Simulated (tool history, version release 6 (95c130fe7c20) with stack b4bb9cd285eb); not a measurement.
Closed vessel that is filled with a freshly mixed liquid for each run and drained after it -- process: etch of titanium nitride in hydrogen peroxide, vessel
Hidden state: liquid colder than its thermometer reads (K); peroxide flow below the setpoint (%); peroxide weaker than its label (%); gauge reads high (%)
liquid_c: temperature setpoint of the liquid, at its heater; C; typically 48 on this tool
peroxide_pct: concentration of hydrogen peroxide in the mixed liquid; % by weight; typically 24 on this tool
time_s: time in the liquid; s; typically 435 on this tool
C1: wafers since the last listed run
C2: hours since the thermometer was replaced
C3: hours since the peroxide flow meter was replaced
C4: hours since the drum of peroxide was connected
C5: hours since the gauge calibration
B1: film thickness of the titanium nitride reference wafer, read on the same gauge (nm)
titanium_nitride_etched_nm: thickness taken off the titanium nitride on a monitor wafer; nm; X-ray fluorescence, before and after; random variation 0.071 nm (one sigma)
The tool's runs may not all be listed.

{"run": 1, "hour": 0.0, "liquid_c": 48, "peroxide_pct": 29.5, "time_s": 435, "C1": 0, "C2": 1697, "C3": 1468.9, "C4": 288.3, "C5": 409.2, "B1": 49.95, "titanium_nitride_etched_nm": 19.15}
{"run": 2, "hour": 37.2, "liquid_c": 41, "peroxide_pct": 24, "time_s": 485, "C1": 2651, "C2": 1734.2, "C3": 1506.1, "C4": 325.5, "C5": 446.4, "B1": 50, "titanium_nitride_etched_nm": 12.05}
{"run": 3, "hour": 118.6, "liquid_c": 41, "peroxide_pct": 24, "time_s": 485, "C1": 5801, "C2": 1815.6, "C3": 1587.5, "C4": 406.9, "C5": 527.8, "B1": 50, "titanium_nitride_etched_nm": 12.01}
{"run": 4, "hour": 183.1, "liquid_c": 48, "peroxide_pct": 29, "time_s": 435, "C1": 4597, "C2": 1880.1, "C3": 1652, "C4": 471.4, "C5": 592.3, "B1": 50.05, "titanium_nitride_etched_nm": 18.79}
{"run": 5, "hour": 251.9, "liquid_c": 51.5, "peroxide_pct": 24, "time_s": 435, "C1": 4903, "C2": 1948.9, "C3": 1720.8, "C4": 540.2, "C5": 661.1, "B1": 49.99, "titanium_nitride_etched_nm": 23.28}
{"run": 6, "hour": 304.6, "liquid_c": 51.5, "peroxide_pct": 24, "time_s": 435, "C1": 3756, "C2": 2001.6, "C3": 1773.5, "C4": 592.9, "C5": 713.8, "B1": 50, "titanium_nitride_etched_nm": 23.17}
{"hour": 387.8, "done": "new drum of peroxide connected"}
{"run": 7, "hour": 407.8, "liquid_c": 48, "peroxide_pct": 24, "time_s": 435, "C1": 7284, "C2": 2104.8, "C3": 1876.7, "C4": 20, "C5": 817, "B1": 50.04, "titanium_nitride_etched_nm": 18.17}
{"hour": 475.1, "done": "thermometer replaced"}
{"run": 8, "hour": 505.9, "liquid_c": 48, "peroxide_pct": 18.5, "time_s": 435, "C1": 6920, "C2": 30.8, "C3": 1974.8, "C4": 118.1, "C5": 915.1, "B1": 50.01, "titanium_nitride_etched_nm": 17.32}
{"run": 9, "hour": 603.0, "liquid_c": 54, "peroxide_pct": 24, "time_s": 435, "C1": 6920, "C2": 127.9, "C3": 2071.9, "C4": 215.2, "C5": 1012.2, "B1": 49.97, "titanium_nitride_etched_nm": 27.9}
{"run": 10, "hour": 678.9, "liquid_c": 48, "peroxide_pct": 24, "time_s": 435, "C1": 5409, "C2": 203.8, "C3": 2147.8, "C4": 291.1, "C5": 1088.1, "B1": 50.01, "titanium_nitride_etched_nm": 18.2}
{"hour": 868.3, "done": "gauge calibrated"}
{"run": 11, "hour": 878.3, "liquid_c": 57.5, "peroxide_pct": 24, "time_s": 435, "C1": 14211, "C2": 403.2, "C3": 2347.2, "C4": 490.5, "C5": 10, "B1": 50, "titanium_nitride_etched_nm": 35.18}
{"hour": 951.8, "done": "peroxide flow meter replaced"}
{"run": 12, "hour": 961.9, "liquid_c": 44, "peroxide_pct": 24, "time_s": 640, "C1": 5887, "C2": 486.8, "C3": 10.1, "C4": 574.1, "C5": 93.6, "B1": 49.99, "titanium_nitride_etched_nm": 20.11}
{"run": 13, "hour": 1025.0, "liquid_c": 42, "peroxide_pct": 24, "time_s": 435, "C1": 4497, "C2": 549.9, "C3": 73.2, "C4": 637.2, "C5": 156.7, "B1": 49.95, "titanium_nitride_etched_nm": 11.76}
{"run": 14, "hour": 1069.3, "liquid_c": 45, "peroxide_pct": 24, "time_s": 280, "C1": 3157, "C2": 594.2, "C3": 117.5, "C4": 681.5, "C5": 201, "B1": 50.03, "titanium_nitride_etched_nm": 9.51}
{"hour": 1074.6, "done": "new drum of peroxide connected"}
{"run": 15, "hour": 1134.7, "liquid_c": 45, "peroxide_pct": 24, "time_s": 280, "C1": 4589, "C2": 659.6, "C3": 182.9, "C4": 60.1, "C5": 266.4, "B1": 50, "titanium_nitride_etched_nm": 9.57}
{"run": 16, "hour": 1214.9, "liquid_c": 48, "peroxide_pct": 30, "time_s": 435, "C1": 5716, "C2": 739.8, "C3": 263.1, "C4": 140.3, "C5": 346.6, "B1": 50.05, "titanium_nitride_etched_nm": 19.62}
{"run": 17, "hour": 1503.5, "liquid_c": 56, "peroxide_pct": 26, "time_s": 215, "C1": 20569, "C2": 1028.4, "C3": 551.7, "C4": 428.9, "C5": 635.2, "B1": 49.99, "titanium_nitride_etched_nm": 16.43}

Had the tool no unlogged condition, and each run kept its random variation, what would the results have been?
run=1 titanium_nitride_etched_nm=19.75
run=2 titanium_nitride_etched_nm=12.44
run=3 titanium_nitride_etched_nm=12.43
run=4 titanium_nitride_etched_nm=19.52
run=5 titanium_nitride_etched_nm=24.22
run=6 titanium_nitride_etched_nm=24.16
run=7 titanium_nitride_etched_nm=18.72
run=8 titanium_nitride_etched_nm=17.89
run=9 titanium_nitride_etched_nm=28.95
run=10 titanium_nitride_etched_nm=18.93
run=11 titanium_nitride_etched_nm=36.87
run=12 titanium_nitride_etched_nm=20.49
run=13 titanium_nitride_etched_nm=12.02
run=14 titanium_nitride_etched_nm=9.73
run=15 titanium_nitride_etched_nm=9.65
run=16 titanium_nitride_etched_nm=19.85
run=17 titanium_nitride_etched_nm=16.8
